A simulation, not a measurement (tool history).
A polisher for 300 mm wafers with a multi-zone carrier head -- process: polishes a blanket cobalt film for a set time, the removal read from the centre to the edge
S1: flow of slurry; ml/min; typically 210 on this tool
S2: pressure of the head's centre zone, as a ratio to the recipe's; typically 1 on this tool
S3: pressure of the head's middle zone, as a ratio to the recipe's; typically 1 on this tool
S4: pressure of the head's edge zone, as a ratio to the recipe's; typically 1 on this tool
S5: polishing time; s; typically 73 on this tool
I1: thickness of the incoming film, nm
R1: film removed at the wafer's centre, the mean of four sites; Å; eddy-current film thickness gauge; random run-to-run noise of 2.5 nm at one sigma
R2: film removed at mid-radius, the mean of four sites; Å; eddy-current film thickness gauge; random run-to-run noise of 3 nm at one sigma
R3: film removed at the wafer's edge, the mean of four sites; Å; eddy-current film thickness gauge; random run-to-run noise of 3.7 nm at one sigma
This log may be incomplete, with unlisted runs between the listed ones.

run	hour	S1	S2	S3	S4	S5	I1	R1	R2	R3
1	0	210	1	1	1	73	1348.5	2414	2452	2482
2	31	210	1	1	1	73	1319.4	2394	2388	2423
3	89.8	210	1	1	1	73	1315.6	2328	2348	2478
# hour 140.1: worn pad replaced by a new one
4	140.6	210	1	1	1	73	1324	2318	2316	2368
5	183.7	190	1	1	1	73	1341.1	2168	2262	2278
6	239	210	1	1.09	1	73	1337.6	2226	2491	2284
7	293.7	250	1	0.92	1	73	1346	2277	2244	2379
8	363.2	210	1	0.95	1	73	1311.2	2138	2105	2320
# hour 398.2: carrier head's membrane replaced by a new one, of another model than before
9	416.3	210	1	1	1	73	1334.7	2117	2249	2302
10	456.3	135	0.92	1	1.09	73	1350.9	1689	1873	2148
11	498.2	185	1	0.92	1	73	1335.6	2043	1903	2310
# hour 560.5: worn pad replaced by a new one
# hour 565.7: slurry nozzle cleaned
12	568.5	275	1	1.11	0.95	54	1328.2	1832	2186	1858
# hour 597.2: edge zone pressure recalibrated
13	619.1	140	1	1.04	0.96	85	1326.9	2482	2624	2652
# hour 633.8: centre zone pressure recalibrated
14	656.1	210	1	1	1	73	1318.5	2352	2404	2424
15	706.4	265	1.07	1	1.09	48	1333.2	1642	1596	1695
16	778.1	210	1	1	0.9	73	1337.7	2216	2288	2285
17	902.3	210	1.11	1.06	1.1	73	1331.9	2275	2362	2421
# hour 907.3: worn pad replaced by a new one
18	961.5	210	1	1	1.12	57	1321.8	1652	1704	1850
19	994.4	135	1	1	0.96	73	1318.5	1769	1849	2040
20	1064.1	255	1	1	1	73	1338.9	2207	2262	2363
21	1128.3	235	0.9	1	1.1	73	1335.9	2058	2225	2439
22	1152.9	210	1.08	1	1	73	1334.2	2173	2180	2229
23	1210.7	210	1	1	1	73	1319.4	2044	2149	2279

Measured result minus the same run's result without the hidden state. Both carry the same run-to-run variation, though not necessarily the same gauge scatter:
Unlogged tool condition in this case: removal rate lost through wear of the pad, %; slurry flow missing at the pad, %; deviation of the centre zone's pressure from its setpoint, %; deviation of the edge zone's pressure from its setpoint, %.
run	R1	R2	R3
1	-41	-37	-28
2	-70	-63	-46
3	-120	-109	-83
4	-163	-144	-106
5	-206	-189	-135
6	-225	-222	-146
7	-215	-188	-144
8	-277	-240	-187
9	-293	-274	-198
10	-419	-394	-289
11	-354	-287	-239
12	-17	-18	-12
13	-133	-122	-86
14	-115	-105	-77
15	-87	-76	-59
16	-211	-192	-137
17	-298	-273	-198
18	-239	-215	-165
19	-458	-406	-285
20	-283	-257	-193
21	-303	-288	-225
22	-371	-326	-232
23	-357	-329	-242
